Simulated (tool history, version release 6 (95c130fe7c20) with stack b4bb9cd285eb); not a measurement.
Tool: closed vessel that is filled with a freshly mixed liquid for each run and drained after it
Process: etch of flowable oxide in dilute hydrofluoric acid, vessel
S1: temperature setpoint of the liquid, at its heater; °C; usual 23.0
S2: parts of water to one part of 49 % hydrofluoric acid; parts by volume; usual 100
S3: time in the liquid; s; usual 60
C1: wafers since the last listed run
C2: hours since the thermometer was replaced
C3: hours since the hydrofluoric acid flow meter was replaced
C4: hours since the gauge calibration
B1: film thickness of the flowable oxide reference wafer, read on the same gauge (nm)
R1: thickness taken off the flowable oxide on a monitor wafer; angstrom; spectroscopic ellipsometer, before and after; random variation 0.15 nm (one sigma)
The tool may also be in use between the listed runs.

| run | hour | S1 | S2 | S3 | C1 | C2 | C3 | C4 | B1 | R1 |
|---|---|---|---|---|---|---|---|---|---|---|
| 1 | 0.0 | 23.0 | 100 | 60 | 0 | 1381.9 | 752.8 | 886.9 | 150.02 | 213.1 |
|  | 22.5 | hydrofluoric acid flow meter replaced |
| 2 | 78.3 | 23.0 | 100 | 60 | 10191 | 1460.2 | 55.8 | 965.2 | 150.02 | 214.4 |
| 3 | 124.6 | 23.0 | 100 | 60 | 6104 | 1506.5 | 102.1 | 1011.5 | 149.98 | 215.2 |
| 4 | 227.3 | 23.0 | 100 | 60 | 13540 | 1609.2 | 204.8 | 1114.2 | 150.02 | 217.1 |
| 5 | 265.4 | 23.0 | 100 | 60 | 5023 | 1647.3 | 242.9 | 1152.3 | 150.01 | 215.5 |
| 6 | 349.1 | 23.0 | 100 | 60 | 11035 | 1731.0 | 326.6 | 1236.0 | 150.00 | 217.9 |
| 7 | 403.1 | 23.0 | 100 | 60 | 7119 | 1785.0 | 380.6 | 1290.0 | 150.01 | 215.5 |
| 8 | 503.0 | 23.0 | 100 | 60 | 13171 | 1884.9 | 480.5 | 1389.9 | 150.00 | 220.6 |
| 9 | 609.7 | 23.0 | 70 | 60 | 14067 | 1991.6 | 587.2 | 1496.6 | 149.99 | 329.6 |
|  | 654.2 | hydrofluoric acid flow meter replaced |
|  | 676.8 | gauge calibrated |
|  | 697.5 | thermometer replaced |
| 10 | 698.9 | 24.5 | 100 | 60 | 11496 | 1.4 | 44.7 | 22.1 | 150.03 | 247.0 |
| 11 | 800.4 | 23.0 | 100 | 95 | 13382 | 102.9 | 146.2 | 123.6 | 149.95 | 370.3 |
| 12 | 838.7 | 19.0 | 140 | 90 | 5049 | 141.2 | 184.5 | 161.9 | 150.02 | 201.8 |
| 13 | 883.8 | 23.0 | 100 | 60 | 5946 | 186.3 | 229.6 | 207.0 | 150.00 | 235.8 |
|  | 890.3 | thermometer replaced, repeated, since the last time left the tool worse |
| 14 | 979.7 | 23.0 | 100 | 60 | 12512 | 89.4 | 325.5 | 302.9 | 150.06 | 205.1 |
| 15 | 1151.3 | 26.5 | 100 | 30 | 22624 | 261.0 | 497.1 | 474.5 | 149.99 | 118.6 |
| 16 | 1225.2 | 23.0 | 100 | 60 | 9743 | 334.9 | 571.0 | 548.4 | 150.07 | 207.7 |
| 17 | 1277.9 | 23.0 | 100 | 30 | 6948 | 387.6 | 623.7 | 601.1 | 149.96 | 105.1 |
| 18 | 1369.2 | 25.5 | 140 | 95 | 12037 | 478.9 | 715.0 | 692.4 | 150.02 | 248.7 |

5 ways to go on from here, each from the tool as it stands after run 18. What would each give?
| A | 1369.9 | 18.5 | 100 | 60 | 92 | 479.6 | 715.7 | 693.1 | ? | ? |
| B | 1369.9 | 25.5 | 100 | 85 | 92 | 479.6 | 715.7 | 693.1 | ? | ? |
| C | 1369.9 | 23.0 | 100 | 40 | 92 | 479.6 | 715.7 | 693.1 | ? | ? |
| D | 1369.9 | 18.5 | 65 | 70 | 92 | 479.6 | 715.7 | 693.1 | ? | ? |
| E | 1369.9 | 23.0 | 120 | 35 | 92 | 479.6 | 715.7 | 693.1 | ? | ? |

| run | B1 | R1 |
|---|---|---|
| A | 150.04 | 173.6 |
| B | 150.04 | 325.8 |
| C | 150.04 | 138.9 |
| D | 150.04 | 324.0 |
| E | 150.04 | 98.9 |
Without the tool's hidden state the same runs would have given:
| run | R1 |
|---|---|
| A | 170.6 |
| B | 320.6 |
| C | 136.7 |
| D | 318.4 |
| E | 97.3 |
